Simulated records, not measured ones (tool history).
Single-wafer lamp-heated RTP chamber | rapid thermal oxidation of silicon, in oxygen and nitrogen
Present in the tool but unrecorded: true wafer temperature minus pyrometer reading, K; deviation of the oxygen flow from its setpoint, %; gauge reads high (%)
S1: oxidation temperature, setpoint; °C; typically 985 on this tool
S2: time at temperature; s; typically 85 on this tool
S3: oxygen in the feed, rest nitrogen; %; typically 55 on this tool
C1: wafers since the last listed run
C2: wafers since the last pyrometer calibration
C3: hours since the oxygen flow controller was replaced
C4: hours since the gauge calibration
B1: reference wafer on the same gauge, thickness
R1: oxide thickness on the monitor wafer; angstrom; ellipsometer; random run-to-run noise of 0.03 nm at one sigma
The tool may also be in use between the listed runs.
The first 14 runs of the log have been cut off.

{"run": 15, "hour": 411.6, "S1": 985, "S2": 85, "S3": 78, "C1": 194, "C2": 1918, "C3": 102.1, "C4": 543.5, "B1": 5.294, "R1": 58.9}
{"hour": 421.4, "done": "gauge calibrated"}
{"run": 16, "hour": 492.8, "S1": 985, "S2": 85, "S3": 78, "C1": 524, "C2": 2443, "C3": 183.3, "C4": 71.4, "B1": 5.284, "R1": 60.16}
{"run": 17, "hour": 510.0, "S1": 985, "S2": 85, "S3": 55, "C1": 111, "C2": 2554, "C3": 200.5, "C4": 88.6, "B1": 5.296, "R1": 53.15}
{"run": 18, "hour": 534.0, "S1": 985, "S2": 85, "S3": 55, "C1": 155, "C2": 2709, "C3": 224.5, "C4": 112.6, "B1": 5.294, "R1": 53.72}
{"run": 19, "hour": 554.9, "S1": 1009, "S2": 69, "S3": 74, "C1": 135, "C2": 2845, "C3": 245.4, "C4": 133.5, "B1": 5.307, "R1": 64.09}
{"run": 20, "hour": 568.2, "S1": 985, "S2": 85, "S3": 80, "C1": 85, "C2": 2930, "C3": 258.7, "C4": 146.8, "B1": 5.295, "R1": 60.92}
{"run": 21, "hour": 582.1, "S1": 976, "S2": 85, "S3": 55, "C1": 89, "C2": 3020, "C3": 272.6, "C4": 160.7, "B1": 5.292, "R1": 49.84}
{"run": 22, "hour": 614.0, "S1": 967, "S2": 85, "S3": 37, "C1": 206, "C2": 3226, "C3": 304.5, "C4": 192.6, "B1": 5.293, "R1": 42.36}
{"run": 23, "hour": 646.9, "S1": 985, "S2": 85, "S3": 55, "C1": 212, "C2": 3439, "C3": 337.4, "C4": 225.5, "B1": 5.287, "R1": 54.69}

Run 24, settings as shown, results not yet in. Your forecast:
{"run": 24, "hour": 679.5, "S1": 967, "S2": 52, "S3": 68, "C1": 210, "C2": 3650, "C3": 370, "C4": 258.1, "B1": "?", "R1": "?"}

{"run 24": {"B1": 5.289, "R1": 41.84}}
With no hidden state in the tool, this same run would have given R1 39.55 angstrom.
